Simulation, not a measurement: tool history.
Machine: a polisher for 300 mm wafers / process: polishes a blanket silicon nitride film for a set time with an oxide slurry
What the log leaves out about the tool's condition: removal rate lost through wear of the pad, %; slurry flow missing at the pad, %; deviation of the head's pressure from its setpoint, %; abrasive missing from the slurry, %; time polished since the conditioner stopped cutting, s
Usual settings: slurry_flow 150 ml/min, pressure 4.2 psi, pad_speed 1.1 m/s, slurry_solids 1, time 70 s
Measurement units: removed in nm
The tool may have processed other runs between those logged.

run   hour  slurry_flow  pressure  pad_speed  slurry_solids  time  wafers since the last listed run  wafers polished on this pad  hours since the slurry nozzle was cleaned  hours since the head pressure was calibrated  hours since the slurry blender was calibrated  hours since the conditioning disc was replaced  incoming thickness of the incoming film, nm  removed
  1      0          150       4.2       0.92           0.85    70                                 0                         1019                                      365.7                                         460.5                                            167                                           151.2                                        346.4     44.7
       2.2  -- conditioning disc replaced and pad reconditioned
      64.8  -- worn pad replaced by a new one
      78.8  -- slurry blender recalibrated
  2   79.3          185       4.2        1.1            0.9    70                               721                          126                                        445                                         539.8                                            0.5                                            77.1                                        352.3     59.9
  3  111.3          185       4.2        1.1            0.9    70                               323                          449                                        477                                         571.8                                           32.5                                           109.1                                        350.1     59.1
     148.9  -- conditioning disc replaced and pad reconditioned
  4  181.4          185       4.2        1.1            0.9    70                               688                         1138                                      547.1                                         641.9                                          102.6                                            32.5                                        355.6     55.9
  5  202.3          150       4.2        1.1              1    70                               211                         1350                                        568                                         662.8                                          123.5                                            53.4                                        351.6     54.5
  6  237.3          135       4.2        1.1              1    70                               354                         1704                                        603                                         697.8                                          158.5                                            88.4                                        348.7     53.3
     251.7  -- worn pad replaced by a new one
  7  252.2          150       4.2        1.1              1    70                               110                            5                                      617.9                                         712.7                                          173.4                                           103.3                                          343     53.5
  8  262.4          150       4.2        1.1              1    70                               103                          108                                      628.1                                         722.9                                          183.6                                           113.5                                          356     53.2
  9  291.3          150       4.2        1.1              1    70                               292                          400                                        657                                         751.8                                          212.5                                           142.4                                        344.2     52.5
     308.5  -- slurry blender recalibrated
 10  316.7          150       4.2        1.1              1    70                               236                          637                                      682.4                                         777.2                                            8.2                                           167.8                                        346.9     58.7
     337.5  -- conditioning disc replaced and pad reconditioned
 11    338          150       4.2        1.1              1    70                               195                          832                                      703.7                                         798.5                                           29.5                                             0.5                                        346.8     58.3
 12  367.9          110       4.2        1.1              1    70                               302                         1134                                      733.6                                         828.4                                           59.4                                            30.4                                          350     53.7
 13  388.4          110       2.8        1.1              1    56                               207                         1342                                      754.1                                         848.9                                           79.9                                            50.9                                        354.9     28.6
 14  404.8          185       4.2        1.1            0.9    70                               165                         1508                                      770.5                                         865.3                                           96.3                                            67.3                                        355.2     54.8
 15    422          150       4.2        1.1            0.9    70                               173                         1682                                      787.7                                         882.5                                          113.5                                            84.5                                        348.6     51.6
     430.1  -- worn pad replaced by a new one
 16  439.7          130         5        1.1              1    70                               138                           97                                      805.4                                         900.2                                          131.2                                           102.2                                        346.3     63.5
 17  456.3          135         5       1.28              1    81                               167                          265                                        822                                         916.8                                          147.8                                           118.8                                        347.5     80.2
 18  478.3          150       4.2        1.1           1.25    70                               222                          487                                        844                                         938.8                                          169.8                                           140.8                                        342.6       59
 19  500.3          105       4.2       1.44              1    70                               222                          710                                        866                                         960.8                                          191.8                                           162.8                                        348.8     57.6
     504.6  -- slurry blender recalibrated
     505.6  -- conditioning disc replaced and pad reconditioned
 20  528.2          135         5        1.1            0.8    70                               252                          962                                      893.9                                         988.7                                           23.6                                            22.6                                        345.4     60.4
     539.1  -- slurry nozzle cleaned
     580.6  -- head pressure recalibrated
     614.7  -- worn pad replaced by a new one
 21  628.6          150       5.4        1.1              1    70                               944                          140                                       89.5                                            48                                            124                                             123                                        356.9     73.4
 22  653.4          170       4.2        1.1            0.8    70                               250                          391                                      114.3                                          72.8                                          148.8                                           147.8                                        348.7     50.4
     660.3  -- conditioning disc replaced and pad reconditioned
 23  666.6          150       4.2        1.1            1.1    56                               113                          504                                      127.5                                            86                                            162                                             6.3                                        354.2     46.3
 24    690          150       4.2        1.1            0.7    70                               236                          741                                      150.9                                         109.4                                          185.4                                            29.7                                        346.9       45
 25  720.9          150       4.2        1.1           1.15    70                               312                         1054                                      181.8                                         140.3                                          216.3                                            60.6                                        347.7     57.7
     750.1  -- slurry blender recalibrated
 26  756.1          150       4.2        1.1              1    70                               335                         1389                                        217                                         175.5                                              6                                            95.8                                          349     61.3

Predict each of these 3 candidate next runs independently; none follows another, all start after run 26:
  A  756.5          125       4.2        1.1              1    70                                 4                         1393                                      217.4                                         175.9                                            6.4                                            96.2                                        343.8        ?
  B  756.5          150         3       1.32              1    70                                 4                         1393                                      217.4                                         175.9                                            6.4                                            96.2                                        343.8        ?
  C  756.5          195       4.2        1.1              1    77                                 4                         1393                                      217.4                                         175.9                                            6.4                                            96.2                                        343.8        ?

run  removed
  A     59.6
  B       50
  C     71.1
Without the tool's unlogged condition, the same runs would have read:
run  removed
  A       61
  B     51.2
  C     72.8

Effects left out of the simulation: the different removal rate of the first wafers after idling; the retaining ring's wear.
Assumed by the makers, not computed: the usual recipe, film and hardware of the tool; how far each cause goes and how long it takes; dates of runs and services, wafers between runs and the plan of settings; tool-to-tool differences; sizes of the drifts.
